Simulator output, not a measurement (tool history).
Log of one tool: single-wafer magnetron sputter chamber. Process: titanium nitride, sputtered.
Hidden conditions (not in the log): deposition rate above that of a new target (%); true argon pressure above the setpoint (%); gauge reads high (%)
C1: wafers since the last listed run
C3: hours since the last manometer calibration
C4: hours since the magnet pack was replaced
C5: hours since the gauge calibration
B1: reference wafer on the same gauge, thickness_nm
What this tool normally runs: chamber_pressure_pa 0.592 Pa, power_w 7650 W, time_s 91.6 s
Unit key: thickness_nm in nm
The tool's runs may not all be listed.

Run 1, hour 0.0: usual settings; C1 0; wafers on the sputter target 4294; C3 2047.4; C4 3935.9; C5 726.9; B1 142.008. Result: thickness_nm 126.409 nm.
Run 2, hour 19.1: usual settings; C1 377; wafers on the sputter target 4671; C3 2066.5; C4 3955.0; C5 746.0; B1 142.253. Result: thickness_nm 127.268 nm.
Run 3, hour 35.3: usual settings; C1 319; wafers on the sputter target 4990; C3 2082.7; C4 3971.2; C5 762.2; B1 142.377. Result: thickness_nm 126.320 nm.
Run 4, hour 61.2: usual settings; C1 511; wafers on the sputter target 5502; C3 2108.6; C4 3997.1; C5 788.1; B1 142.945. Result: thickness_nm 125.350 nm.
Run 5, hour 87.5: usual settings but power_w 8600 W; C1 519; wafers on the sputter target 6021; C3 2134.9; C4 4023.4; C5 814.4; B1 143.310. Result: thickness_nm 142.214 nm.
Run 6, hour 111.4: usual settings but power_w 8600 W; C1 471; wafers on the sputter target 6492; C3 2158.8; C4 4047.3; C5 838.3; B1 143.597. Result: thickness_nm 142.340 nm.
Run 7, hour 141.4: usual settings; C1 592; wafers on the sputter target 7085; C3 2188.8; C4 4077.3; C5 868.3; B1 143.585. Result: thickness_nm 126.422 nm.
Run 8, hour 165.7: usual settings; C1 479; wafers on the sputter target 7564; C3 2213.1; C4 4101.6; C5 892.6; B1 143.740. Result: thickness_nm 127.946 nm.
At hour 172.1: gauge calibrated.
At hour 196.7: sputter target and shields replaced.
Run 9, hour 197.2: usual settings but chamber_pressure_pa 0.704 Pa; C1 463; wafers on the sputter target 9; C3 2244.6; C4 4133.1; C5 25.1; B1 139.456. Result: thickness_nm 117.944 nm.
Run 10, hour 217.1: usual settings; C1 392; wafers on the sputter target 402; C3 2264.5; C4 4153.0; C5 45.0; B1 139.279. Result: thickness_nm 123.283 nm.
At hour 236.2: capacitance manometer re-zeroed and calibrated.
Run 11, hour 236.8: usual settings; C1 230; wafers on the sputter target 633; C3 0.6; C4 4172.7; C5 64.7; B1 139.542. Result: thickness_nm 124.278 nm.
Run 12, hour 264.9: usual settings; C1 554; wafers on the sputter target 1187; C3 28.7; C4 4200.8; C5 92.8; B1 139.422. Result: thickness_nm 124.522 nm.
Run 13, hour 277.2: usual settings; C1 242; wafers on the sputter target 1430; C3 41.0; C4 4213.1; C5 105.1; B1 139.731. Result: thickness_nm 124.801 nm.
Run 14, hour 295.8: usual settings; C1 367; wafers on the sputter target 1797; C3 59.6; C4 4231.7; C5 123.7; B1 139.566. Result: thickness_nm 123.500 nm.
Run 15, hour 315.3: usual settings; C1 384; wafers on the sputter target 2182; C3 79.1; C4 4251.2; C5 143.2; B1 139.612. Result: thickness_nm 123.122 nm.
Run 16, hour 331.4: usual settings; C1 317; wafers on the sputter target 2500; C3 95.2; C4 4267.3; C5 159.3; B1 139.795. Result: thickness_nm 122.701 nm.
Run 17, hour 354.7: usual settings; C1 459; wafers on the sputter target 2960; C3 118.5; C4 4290.6; C5 182.6; B1 139.705. Result: thickness_nm 123.940 nm.
Run 18, hour 387.0: usual settings; C1 637; wafers on the sputter target 3597; C3 150.8; C4 4322.9; C5 214.9; B1 140.135. Result: thickness_nm 123.936 nm.
Run 19, hour 414.0: usual settings; C1 532; wafers on the sputter target 4130; C3 177.8; C4 4349.9; C5 241.9; B1 139.624. Result: thickness_nm 125.225 nm.
Run 20, hour 449.7: usual settings but chamber_pressure_pa 0.472 Pa, time_s 107.4 s; C1 704; wafers on the sputter target 4835; C3 213.5; C4 4385.6; C5 277.6; B1 140.032. Result: thickness_nm 151.674 nm.
Run 21, hour 466.8: usual settings but chamber_pressure_pa 0.770 Pa, time_s 105.5 s; C1 337; wafers on the sputter target 5173; C3 230.6; C4 4402.7; C5 294.7; B1 140.203. Result: thickness_nm 134.209 nm.
Run 22, hour 484.9: usual settings; C1 357; wafers on the sputter target 5530; C3 248.7; C4 4420.8; C5 312.8; B1 140.406. Result: thickness_nm 123.601 nm.
Run 23, hour 507.8: usual settings but chamber_pressure_pa 0.782 Pa, power_w 6500 W, time_s 75.0 s; C1 452; wafers on the sputter target 5982; C3 271.6; C4 4443.7; C5 335.7; B1 140.567. Result: thickness_nm 81.670 nm.
Run 24, hour 523.3: usual settings but time_s 83.7 s; C1 305; wafers on the sputter target 6288; C3 287.1; C4 4459.2; C5 351.2; B1 140.225. Result: thickness_nm 113.182 nm.
At hour 543.4: magnet pack replaced.
Run 25, hour 543.9: usual settings; C1 248; wafers on the sputter target 6537; C3 307.7; C4 0.5; C5 371.8; B1 140.420. Result: thickness_nm 125.600 nm.
Run 26, hour 567.4: usual settings but chamber_pressure_pa 0.688 Pa, power_w 7050 W, time_s 76.2 s; C1 463; wafers on the sputter target 7001; C3 331.2; C4 24.0; C5 395.3; B1 140.816. Result: thickness_nm 92.030 nm.
Run 27, hour 591.2: usual settings but chamber_pressure_pa 0.468 Pa; C1 469; wafers on the sputter target 7470; C3 355.0; C4 47.8; C5 419.1; B1 140.831. Result: thickness_nm 129.654 nm.
Run 28, hour 613.2: usual settings but chamber_pressure_pa 0.811 Pa, power_w 6950 W, time_s 100.0 s; C1 434; wafers on the sputter target 7905; C3 377.0; C4 69.8; C5 441.1; B1 140.764. Result: thickness_nm 114.667 nm.
At hour 626.9: sputter target and shields replaced.
Run 29, hour 628.3: usual settings; C1 140; wafers on the sputter target 26; C3 392.1; C4 84.9; C5 456.2; B1 140.711. Result: thickness_nm 124.370 nm.
Run 30, hour 652.7: usual settings but chamber_pressure_pa 0.683 Pa, power_w 7000 W, time_s 100.0 s; C1 481; wafers on the sputter target 508; C3 416.5; C4 109.3; C5 480.6; B1 140.912. Result: thickness_nm 121.064 nm.
Run 31, hour 681.6: usual settings but power_w 5900 W; C1 570; wafers on the sputter target 1078; C3 445.4; C4 138.2; C5 509.5; B1 141.571. Result: thickness_nm 96.028 nm.
Run 32, hour 697.1: usual settings but chamber_pressure_pa 0.788 Pa, power_w 6600 W, time_s 84.9 s; C1 305; wafers on the sputter target 1384; C3 460.9; C4 153.7; C5 525.0; B1 141.560. Result: thickness_nm 94.816 nm.
Run 33, hour 725.7: usual settings; C1 564; wafers on the sputter target 1949; C3 489.5; C4 182.3; C5 553.6; B1 141.508. Result: thickness_nm 126.005 nm.
Run 34, hour 738.1: usual settings but chamber_pressure_pa 0.711 Pa, power_w 7100 W; C1 244; wafers on the sputter target 2194; C3 501.9; C4 194.7; C5 566.0; B1 141.682. Result: thickness_nm 112.100 nm.
Run 35, hour 758.5: usual settings but chamber_pressure_pa 0.511 Pa, power_w 8200 W, time_s 106.2 s; C1 402; wafers on the sputter target 2596; C3 522.3; C4 215.1; C5 586.4; B1 141.954. Result: thickness_nm 160.815 nm.
Run 36, hour 772.2: usual settings; C1 270; wafers on the sputter target 2867; C3 536.0; C4 228.8; C5 600.1; B1 141.974. Result: thickness_nm 125.631 nm.

Below are 3 alternative next runs, each starting from the tool's condition after run 36. Predict each:
Run A, hour 772.6: usual settings but chamber_pressure_pa 0.715 Pa; C1 7; wafers on the sputter target 2875; C3 536.4; C4 229.2; C5 600.5; B1 ?. Result: thickness_nm ?.
Run B, hour 772.6: usual settings but power_w 6850 W; C1 7; wafers on the sputter target 2875; C3 536.4; C4 229.2; C5 600.5; B1 ?. Result: thickness_nm ?.
Run C, hour 772.6: usual settings but time_s 73.6 s; C1 7; wafers on the sputter target 2875; C3 536.4; C4 229.2; C5 600.5; B1 ?. Result: thickness_nm ?.

run       B1  thickness_nm
  A  141.750       120.061
  B  141.750       112.584
  C  141.750       100.820
With no hidden state in the tool, these same runs would have given:
run  thickness_nm
  A       117.574
  B       110.253
  C        98.733

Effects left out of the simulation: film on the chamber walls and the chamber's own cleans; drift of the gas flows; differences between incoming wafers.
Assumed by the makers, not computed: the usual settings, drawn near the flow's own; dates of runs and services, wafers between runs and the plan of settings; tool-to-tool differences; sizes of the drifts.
